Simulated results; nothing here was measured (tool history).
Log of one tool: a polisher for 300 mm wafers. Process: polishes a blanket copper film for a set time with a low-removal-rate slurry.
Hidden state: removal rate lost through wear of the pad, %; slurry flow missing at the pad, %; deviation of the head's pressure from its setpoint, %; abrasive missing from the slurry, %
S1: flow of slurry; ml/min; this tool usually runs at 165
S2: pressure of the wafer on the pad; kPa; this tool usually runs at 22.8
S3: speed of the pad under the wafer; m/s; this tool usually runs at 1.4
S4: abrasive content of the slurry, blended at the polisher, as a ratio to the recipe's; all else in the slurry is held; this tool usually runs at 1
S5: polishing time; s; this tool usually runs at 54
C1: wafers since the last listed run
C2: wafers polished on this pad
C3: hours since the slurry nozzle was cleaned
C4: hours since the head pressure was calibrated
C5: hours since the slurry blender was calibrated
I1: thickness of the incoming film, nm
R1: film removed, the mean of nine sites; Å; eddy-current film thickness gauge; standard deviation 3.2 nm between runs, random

run 1 hour=0 | S1=165 S2=22.8 S3=1.4 S4=1 S5=54 | C1=0 C2=361 C3=208.9 C4=774.7 C5=196 | I1=933.8 | R1=2166
run 2 hour=30.9 | S1=165 S2=22.8 S3=1.4 S4=1 S5=54 | C1=171 C2=532 C3=239.8 C4=805.6 C5=226.9 | I1=912.6 | R1=2112
run 3 hour=90 | S1=165 S2=22.8 S3=1.4 S4=1 S5=54 | C1=328 C2=861 C3=298.9 C4=864.7 C5=286 | I1=917.9 | R1=2139
-- hour=108.7 worn pad replaced by a new one
run 4 hour=154.2 | S1=205 S2=22.8 S3=1.4 S4=1 S5=54 | C1=334 C2=252 C3=363.1 C4=928.9 C5=350.2 | I1=925 | R1=2188
-- hour=255 worn pad replaced by a new one
run 5 hour=258.1 | S1=205 S2=22.8 S3=1.4 S4=1 S5=54 | C1=555 C2=17 C3=467 C4=1032.8 C5=454.1 | I1=910.1 | R1=2153
-- hour=273.2 head pressure recalibrated
-- hour=277.6 slurry nozzle cleaned
-- hour=284.6 slurry blender recalibrated
run 6 hour=293.9 | S1=140 S2=22.8 S3=1.4 S4=1 S5=54 | C1=171 C2=188 C3=16.3 C4=20.7 C5=9.3 | I1=935.2 | R1=2181
run 7 hour=346.2 | S1=165 S2=22.8 S3=1.06 S4=1 S5=54 | C1=290 C2=478 C3=68.6 C4=73 C5=61.6 | I1=927.1 | R1=1702
run 8 hour=407.9 | S1=165 S2=22.8 S3=1.4 S4=1 S5=38 | C1=342 C2=821 C3=130.3 C4=134.7 C5=123.3 | I1=914 | R1=1559
-- hour=415.7 worn pad replaced by a new one
run 9 hour=472.7 | S1=165 S2=22.8 S3=1.4 S4=1 S5=54 | C1=337 C2=316 C3=195.1 C4=199.5 C5=188.1 | I1=910.6 | R1=2158
run 10 hour=511.2 | S1=165 S2=22.8 S3=1.4 S4=0.9 S5=54 | C1=213 C2=530 C3=233.6 C4=238 C5=226.6 | I1=902.8 | R1=2185
-- hour=546.6 worn pad replaced by a new one
run 11 hour=554.5 | S1=200 S2=25.5 S3=1.4 S4=1 S5=54 | C1=218 C2=43 C3=276.9 C4=281.3 C5=269.9 | I1=912.6 | R1=2507
run 12 hour=598.3 | S1=165 S2=27.6 S3=1.74 S4=1 S5=68 | C1=243 C2=287 C3=320.7 C4=325.1 C5=313.7 | I1=919.6 | R1=3892
run 13 hour=645.2 | S1=165 S2=22.8 S3=1.4 S4=1 S5=54 | C1=260 C2=548 C3=367.6 C4=372 C5=360.6 | I1=912 | R1=2087
-- hour=697.4 worn pad replaced by a new one
-- hour=758.7 slurry blender recalibrated
run 14 hour=766.9 | S1=165 S2=22.8 S3=1.4 S4=1 S5=54 | C1=643 C2=375 C3=489.3 C4=493.7 C5=8.2 | I1=916.5 | R1=2043

Branching from run 14: 4 alternative next runs. What would each branch give?
run A hour=767.3 | S1=165 S2=22.8 S3=1.4 S4=0.85 S5=54 | C1=2 C2=377 C3=489.7 C4=494.1 C5=8.6 | I1=927.8 | R1=?
run B hour=767.3 | S1=165 S2=22.8 S3=1.4 S4=0.85 S5=59 | C1=2 C2=377 C3=489.7 C4=494.1 C5=8.6 | I1=927.8 | R1=?
run C hour=767.3 | S1=185 S2=29 S3=1.4 S4=0.7 S5=40 | C1=2 C2=377 C3=489.7 C4=494.1 C5=8.6 | I1=927.8 | R1=?
run D hour=767.3 | S1=165 S2=22.8 S3=1.22 S4=1 S5=54 | C1=2 C2=377 C3=489.7 C4=494.1 C5=8.6 | I1=927.8 | R1=?

run=A R1=1977
run=B R1=2160
run=C R1=1786
run=D R1=1767
What these runs would have given with no unlogged condition in the tool:
run=A R1=2232
run=B R1=2439
run=C R1=1990
run=D R1=1994

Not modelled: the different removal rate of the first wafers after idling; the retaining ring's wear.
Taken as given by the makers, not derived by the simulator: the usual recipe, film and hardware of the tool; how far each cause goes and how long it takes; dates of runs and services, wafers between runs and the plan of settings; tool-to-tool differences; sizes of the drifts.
